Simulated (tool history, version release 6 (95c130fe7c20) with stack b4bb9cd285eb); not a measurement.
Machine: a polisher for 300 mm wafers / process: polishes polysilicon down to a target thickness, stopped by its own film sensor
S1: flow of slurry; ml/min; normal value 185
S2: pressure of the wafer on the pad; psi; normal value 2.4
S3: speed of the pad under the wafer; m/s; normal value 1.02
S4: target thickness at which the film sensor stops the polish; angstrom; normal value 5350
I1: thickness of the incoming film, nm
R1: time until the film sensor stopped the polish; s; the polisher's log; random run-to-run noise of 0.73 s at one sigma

{"run": 1, "hour": 0.0, "S1": 185, "S2": 2.4, "S3": 1.02, "S4": 5350, "I1": 1000.7, "R1": 61.1}
{"run": 2, "hour": 61.4, "S1": 185, "S2": 2.4, "S3": 1.02, "S4": 5350, "I1": 1023.2, "R1": 63.6}
{"hour": 126.4, "done": "head pressure recalibrated"}
{"run": 3, "hour": 169.2, "S1": 185, "S2": 2.4, "S3": 1.16, "S4": 5350, "I1": 1016, "R1": 60}
{"run": 4, "hour": 271.9, "S1": 185, "S2": 2.4, "S3": 1.16, "S4": 5350, "I1": 1018.4, "R1": 62.7}
{"run": 5, "hour": 350.2, "S1": 185, "S2": 2.4, "S3": 1.02, "S4": 5350, "I1": 1036.2, "R1": 75.5}
{"hour": 360.9, "done": "worn pad replaced by a new one"}
{"run": 6, "hour": 410.3, "S1": 185, "S2": 2.4, "S3": 1.02, "S4": 5350, "I1": 1027, "R1": 69}
{"run": 7, "hour": 486.3, "S1": 185, "S2": 2.4, "S3": 1.02, "S4": 5350, "I1": 1020.2, "R1": 66.7}
{"hour": 540.2, "done": "slurry nozzle cleaned"}
{"run": 8, "hour": 569.4, "S1": 185, "S2": 2.4, "S3": 1.02, "S4": 5350, "I1": 1028.1, "R1": 68.3}
{"run": 9, "hour": 639.6, "S1": 185, "S2": 2.4, "S3": 1.02, "S4": 5350, "I1": 1003.3, "R1": 64.7}
{"run": 10, "hour": 691.2, "S1": 185, "S2": 2.4, "S3": 1.02, "S4": 5350, "I1": 1020.4, "R1": 67.8}
{"run": 11, "hour": 758.5, "S1": 185, "S2": 2.4, "S3": 1.02, "S4": 5350, "I1": 1031.1, "R1": 68.7}
{"run": 12, "hour": 857.4, "S1": 185, "S2": 2.4, "S3": 1.02, "S4": 5350, "I1": 1015.9, "R1": 68.9}
{"hour": 925.6, "done": "worn pad replaced by a new one"}
{"hour": 975.9, "done": "head pressure recalibrated"}
{"hour": 1128.1, "done": "slurry nozzle cleaned"}
{"run": 13, "hour": 1170.2, "S1": 185, "S2": 2.4, "S3": 1.02, "S4": 5350, "I1": 1019.3, "R1": 66.8}
{"run": 14, "hour": 1273.5, "S1": 185, "S2": 2.4, "S3": 1.02, "S4": 5350, "I1": 1032.6, "R1": 70.8}
{"run": 15, "hour": 1361.4, "S1": 185, "S2": 2.4, "S3": 1.02, "S4": 5350, "I1": 1022.9, "R1": 70.1}
{"hour": 1372.5, "done": "worn pad replaced by a new one"}
{"run": 16, "hour": 1444.5, "S1": 185, "S2": 2.4, "S3": 1.02, "S4": 5350, "I1": 1038.2, "R1": 69.2}
{"run": 17, "hour": 1523.8, "S1": 135, "S2": 2.4, "S3": 1.02, "S4": 4340, "I1": 1018.5, "R1": 81.8}
{"run": 18, "hour": 1587.2, "S1": 185, "S2": 2.4, "S3": 1.26, "S4": 6050, "I1": 1032.4, "R1": 47.3}
{"run": 19, "hour": 1641.4, "S1": 225, "S2": 1.6, "S3": 1.24, "S4": 6630, "I1": 1019.6, "R1": 59.3}
{"run": 20, "hour": 1687.0, "S1": 185, "S2": 2.4, "S3": 1.02, "S4": 5350, "I1": 1003.6, "R1": 63.3}
{"run": 21, "hour": 1767.1, "S1": 185, "S2": 2.4, "S3": 1.16, "S4": 5350, "I1": 1019.3, "R1": 57.5}
{"hour": 1819.5, "done": "head pressure recalibrated"}
{"hour": 1819.7, "done": "slurry nozzle cleaned"}
{"hour": 1831.6, "done": "worn pad replaced by a new one"}
{"run": 22, "hour": 1858.2, "S1": 235, "S2": 2.4, "S3": 1.18, "S4": 5350, "I1": 1023, "R1": 57}
{"run": 23, "hour": 1938.8, "S1": 240, "S2": 2.4, "S3": 1.02, "S4": 5350, "I1": 998.3, "R1": 63.1}
{"run": 24, "hour": 1977.8, "S1": 155, "S2": 2.2, "S3": 1.14, "S4": 4430, "I1": 1012.9, "R1": 78.4}
{"run": 25, "hour": 2067.5, "S1": 185, "S2": 2, "S3": 1.02, "S4": 5350, "I1": 1010.7, "R1": 80.9}
{"run": 26, "hour": 2108.5, "S1": 130, "S2": 2.4, "S3": 0.7, "S4": 4070, "I1": 1019.4, "R1": 128.6}
{"run": 27, "hour": 2174.9, "S1": 225, "S2": 2.4, "S3": 1.02, "S4": 4270, "I1": 998.7, "R1": 77.7}
{"run": 28, "hour": 2226.6, "S1": 185, "S2": 2.4, "S3": 1.3, "S4": 5350, "I1": 1016.1, "R1": 54.4}
{"run": 29, "hour": 2325.4, "S1": 185, "S2": 2, "S3": 0.82, "S4": 3860, "I1": 1021.5, "R1": 136.1}
{"hour": 2368.2, "done": "worn pad replaced by a new one"}
{"run": 30, "hour": 2400.6, "S1": 185, "S2": 2.4, "S3": 1.22, "S4": 3730, "I1": 1004.9, "R1": 68.3}
{"hour": 2422.9, "done": "slurry nozzle cleaned"}
{"run": 31, "hour": 2451.4, "S1": 185, "S2": 2.4, "S3": 0.74, "S4": 5350, "I1": 1025.7, "R1": 88.1}
{"run": 32, "hour": 2489.4, "S1": 185, "S2": 2.4, "S3": 1.02, "S4": 5350, "I1": 1022, "R1": 64.1}
{"run": 33, "hour": 2576.5, "S1": 185, "S2": 1.8, "S3": 0.86, "S4": 6470, "I1": 1021.5, "R1": 78.9}

Forecast each of these 5 alternatives for the next run:
{"run": "A", "hour": 2576.9, "S1": 185, "S2": 2.4, "S3": 1.02, "S4": 5350, "I1": 1033.7, "R1": "?"}
{"run": "B", "hour": 2576.9, "S1": 185, "S2": 2.4, "S3": 1.02, "S4": 5790, "I1": 1033.7, "R1": "?"}
{"run": "C", "hour": 2576.9, "S1": 185, "S2": 2.4, "S3": 1.36, "S4": 5350, "I1": 1033.7, "R1": "?"}
{"run": "D", "hour": 2576.9, "S1": 185, "S2": 2.4, "S3": 1.02, "S4": 6690, "I1": 1033.7, "R1": "?"}
{"run": "E", "hour": 2576.9, "S1": 185, "S2": 1.6, "S3": 1.26, "S4": 5350, "I1": 1033.7, "R1": "?"}

run=A R1=64.7
run=B R1=59
run=C R1=48.5
run=D R1=47.3
run=E R1=78.5
Without the tool's unlogged condition, the same runs would have read:
run=A R1=67.7
run=B R1=61.7
run=C R1=50.7
run=D R1=49.5
run=E R1=82.2

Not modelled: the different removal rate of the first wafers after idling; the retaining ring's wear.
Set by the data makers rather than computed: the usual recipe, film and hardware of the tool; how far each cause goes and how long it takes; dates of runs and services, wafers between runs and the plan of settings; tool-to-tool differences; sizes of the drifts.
